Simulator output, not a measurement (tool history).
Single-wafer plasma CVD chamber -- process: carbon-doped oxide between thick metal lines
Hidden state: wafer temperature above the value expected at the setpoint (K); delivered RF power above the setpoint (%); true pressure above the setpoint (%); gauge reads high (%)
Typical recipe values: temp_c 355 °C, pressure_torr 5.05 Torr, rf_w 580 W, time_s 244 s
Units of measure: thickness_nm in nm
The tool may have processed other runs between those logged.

| run | hour | temp_c | pressure_torr | rf_w | time_s | wafers since the last listed run | hours since the last thermocouple change | hours since the last RF generator calibration | hours since the last manometer calibration | hours since the showerhead was replaced | hours since the gauge calibration | read-back reference wafer on the same gauge, thickness_nm | thickness_nm |
|---|---|---|---|---|---|---|---|---|---|---|---|---|---|
| 1 | 0 | 355 | 5.78 | 580 | 244 | 0 | 2491.9 | 762 | 904.9 | 5000.1 | 103.7 | 1220.237 | 1375.389 |
| 2 | 10 | 355 | 5.78 | 580 | 244 | 77 | 2501.9 | 772 | 914.9 | 5010.1 | 113.7 | 1219.977 | 1372.36 |
| 3 | 20.3 | 355 | 5.05 | 580 | 244 | 79 | 2512.2 | 782.3 | 925.2 | 5020.4 | 124 | 1220.012 | 1350.426 |
| 4 | 27.3 | 355 | 5.05 | 580 | 244 | 54 | 2519.2 | 789.3 | 932.2 | 5027.4 | 131 | 1220.017 | 1353.864 |
| 5 | 39 | 355 | 5.05 | 580 | 244 | 90 | 2530.9 | 801 | 943.9 | 5039.1 | 142.7 | 1219.821 | 1351.909 |
| 6 | 49.4 | 355 | 4.54 | 580 | 244 | 80 | 2541.3 | 811.4 | 954.3 | 5049.5 | 153.1 | 1220.052 | 1332.826 |
| 7 | 56.5 | 355 | 4.54 | 580 | 244 | 55 | 2548.4 | 818.5 | 961.4 | 5056.6 | 160.2 | 1219.653 | 1336.302 |
|  | 69.5 | showerhead replaced |
|  | 76.9 | thermocouple changed; heater temperature recalibrated |
| 8 | 77.4 | 355 | 4.54 | 580 | 244 | 42 | 0.5 | 839.4 | 982.3 | 7.9 | 181.1 | 1220.102 | 1336.778 |
| 9 | 77.8 | 355 | 5.33 | 580 | 244 | 3 | 0.9 | 839.8 | 982.7 | 8.3 | 181.5 | 1219.755 | 1356.083 |
| 10 | 87.9 | 355 | 5.33 | 580 | 244 | 78 | 11 | 849.9 | 992.8 | 18.4 | 191.6 | 1220.065 | 1354.054 |
| 11 | 97.4 | 355 | 5.05 | 580 | 244 | 73 | 20.5 | 859.4 | 1002.3 | 27.9 | 201.1 | 1219.757 | 1347.688 |
| 12 | 111.5 | 355 | 4.54 | 580 | 244 | 109 | 34.6 | 873.5 | 1016.4 | 42 | 215.2 | 1219.986 | 1329.808 |
| 13 | 121.2 | 340 | 5.05 | 525 | 272 | 75 | 44.3 | 883.2 | 1026.1 | 51.7 | 224.9 | 1219.582 | 1497.555 |
|  | 129.4 | capacitance manometer re-zeroed and calibrated |
| 14 | 133.5 | 355 | 5.05 | 580 | 244 | 33 | 56.6 | 895.5 | 4.1 | 64 | 237.2 | 1220.124 | 1344.113 |
| 15 | 151 | 355 | 5.05 | 580 | 244 | 135 | 74.1 | 913 | 21.6 | 81.5 | 254.7 | 1220.14 | 1342.334 |
| 16 | 162.4 | 345 | 5.92 | 550 | 244 | 88 | 85.5 | 924.4 | 33 | 92.9 | 266.1 | 1220.063 | 1372.247 |
| 17 | 175.8 | 355 | 5.84 | 580 | 244 | 103 | 98.9 | 937.8 | 46.4 | 106.3 | 279.5 | 1220.321 | 1361.122 |
|  | 187.8 | RF generator calibrated |
| 18 | 188.3 | 355 | 5.05 | 580 | 265 | 34 | 111.4 | 0.5 | 58.9 | 118.8 | 292 | 1219.964 | 1513.5 |
|  | 188.7 | gauge calibrated |
| 19 | 202 | 349 | 5.05 | 580 | 244 | 106 | 125.1 | 14.2 | 72.6 | 132.5 | 13.3 | 1219.531 | 1413.948 |
| 20 | 208.3 | 343 | 5.05 | 580 | 244 | 48 | 131.4 | 20.5 | 78.9 | 138.8 | 19.6 | 1220.01 | 1434.76 |
| 21 | 216.8 | 355 | 5.05 | 695 | 244 | 65 | 139.9 | 29 | 87.4 | 147.3 | 28.1 | 1219.557 | 1511.949 |
| 22 | 226.8 | 342 | 5.64 | 670 | 277 | 77 | 149.9 | 39 | 97.4 | 157.3 | 38.1 | 1219.927 | 1771.705 |
| 23 | 236.6 | 363 | 6.2 | 610 | 268 | 75 | 159.7 | 48.8 | 107.2 | 167.1 | 47.9 | 1219.556 | 1560.401 |
| 24 | 257.3 | 355 | 6.19 | 580 | 244 | 160 | 180.4 | 69.5 | 127.9 | 187.8 | 68.6 | 1220.028 | 1413.921 |
| 25 | 270.4 | 350 | 5.05 | 580 | 219 | 101 | 193.5 | 82.6 | 141 | 200.9 | 81.7 | 1220.283 | 1260.212 |
| 26 | 276.8 | 355 | 5.05 | 580 | 244 | 49 | 199.9 | 89 | 147.4 | 207.3 | 88.1 | 1219.764 | 1388.542 |
| 27 | 292 | 345 | 4.26 | 580 | 244 | 117 | 215.1 | 104.2 | 162.6 | 222.5 | 103.3 | 1219.465 | 1397.098 |
| 28 | 298.1 | 345 | 5.92 | 550 | 244 | 47 | 221.2 | 110.3 | 168.7 | 228.6 | 109.4 | 1220.267 | 1414.197 |

Run 29 comes next. What will it give?
| 29 | 308.8 | 347 | 5.4 | 540 | 244 | 82 | 231.9 | 121 | 179.4 | 239.3 | 120.1 | ? | ? |

read-back reference wafer on the same gauge, thickness_nm: 1220.072
thickness_nm: 1385.294 nm
If the tool had no hidden condition, the same run with the same run-to-run variation would have returned thickness_nm 1400.533 nm.
